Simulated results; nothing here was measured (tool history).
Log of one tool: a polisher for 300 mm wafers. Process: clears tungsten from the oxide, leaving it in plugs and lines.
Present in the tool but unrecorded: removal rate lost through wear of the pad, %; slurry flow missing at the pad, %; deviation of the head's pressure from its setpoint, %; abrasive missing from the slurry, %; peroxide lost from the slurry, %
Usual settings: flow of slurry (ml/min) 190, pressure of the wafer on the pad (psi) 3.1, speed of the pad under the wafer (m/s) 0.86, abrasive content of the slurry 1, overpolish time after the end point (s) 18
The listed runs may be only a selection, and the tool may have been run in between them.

run,hour,flow of slurry (ml/min),pressure of the wafer on the pad (psi),speed of the pad under the wafer (m/s),abrasive content of the slurry,overpolish time after the end point (s),wafers since the last listed run,wafers polished on this pad,hours since the slurry nozzle was cleaned,hours since the head pressure was calibrated,hours since the slurry blender was calibrated,hours since the slurry got fresh peroxide,"incoming thickness of the incoming film, nm",time until the end point was called (s)
1,0,190,3.1,0.86,1,18,0,223,342.3,1003.3,51.8,74.1,267.7,73.1
2,34.4,190,3.1,0.86,1,18,318,542,376.7,1037.7,86.2,108.5,269,74.4
# hour 47: slurry tank refilled with fresh slurry and peroxide
# hour 51.3: worn pad replaced by a new one
3,59.2,190,3.1,0.86,1,18,183,72,401.5,1062.5,111,12.2,270.9,67
4,106.1,190,3.8,0.86,1,18,434,507,448.4,1109.4,157.9,59.1,269.8,60.3
# hour 115.7: worn pad replaced by a new one
5,139.9,190,3.8,0.86,1,18,275,224,482.2,1143.2,191.7,92.9,265.4,62.5
# hour 160.5: slurry tank refilled with fresh slurry and peroxide
6,161,190,3.8,0.86,1,18,186,410,503.3,1164.3,212.8,0.5,270.2,60.2
7,189,190,3.1,0.86,1,18,259,669,531.3,1192.3,240.8,28.5,271.4,79.3
# hour 197.7: slurry blender recalibrated
# hour 200.3: worn pad replaced by a new one
8,202.8,190,2.6,0.78,1,18,85,23,545.1,1206.1,5.1,42.3,271.4,93.5
9,223.6,190,2.8,0.86,1,22,192,215,565.9,1226.9,25.9,63.1,270.5,80.3
10,256,225,3.1,0.58,1,18,300,515,598.3,1259.3,58.3,95.5,269.3,107.1
# hour 267.5: worn pad replaced by a new one
# hour 269.9: head pressure recalibrated
# hour 275.4: slurry nozzle cleaned
11,290.3,190,3.1,0.86,1,18,252,183,14.9,20.4,92.6,129.8,272.9,79.3
12,303.3,125,3.1,0.86,1,18,120,304,27.9,33.4,105.6,142.8,271,82.8
# hour 307.2: slurry tank refilled with fresh slurry and peroxide
13,327.8,190,3.1,0.86,1,18,217,521,52.4,57.9,130.1,20.6,268.5,69
# hour 346.1: worn pad replaced by a new one
14,348.9,190,3.1,0.86,1,18,158,25,73.5,79,151.2,41.7,273.2,73.7
15,378.2,190,2.1,1.06,1,8,271,297,102.8,108.3,180.5,71,273.8,91.5

Table of differences, measured result less the result of that run with no hidden state. Run-to-run variation is the same in both. Gauge scatter possibly is not:
run,time until the end point was called (s)
1,+6.1
2,+9
3,+3
4,+6
5,+9.1
6,+5.8
7,+11.1
8,+4.8
9,+5.7
10,+11.3
11,+11.5
12,+13.4
13,+3.4
14,+5.5
15,+10.3
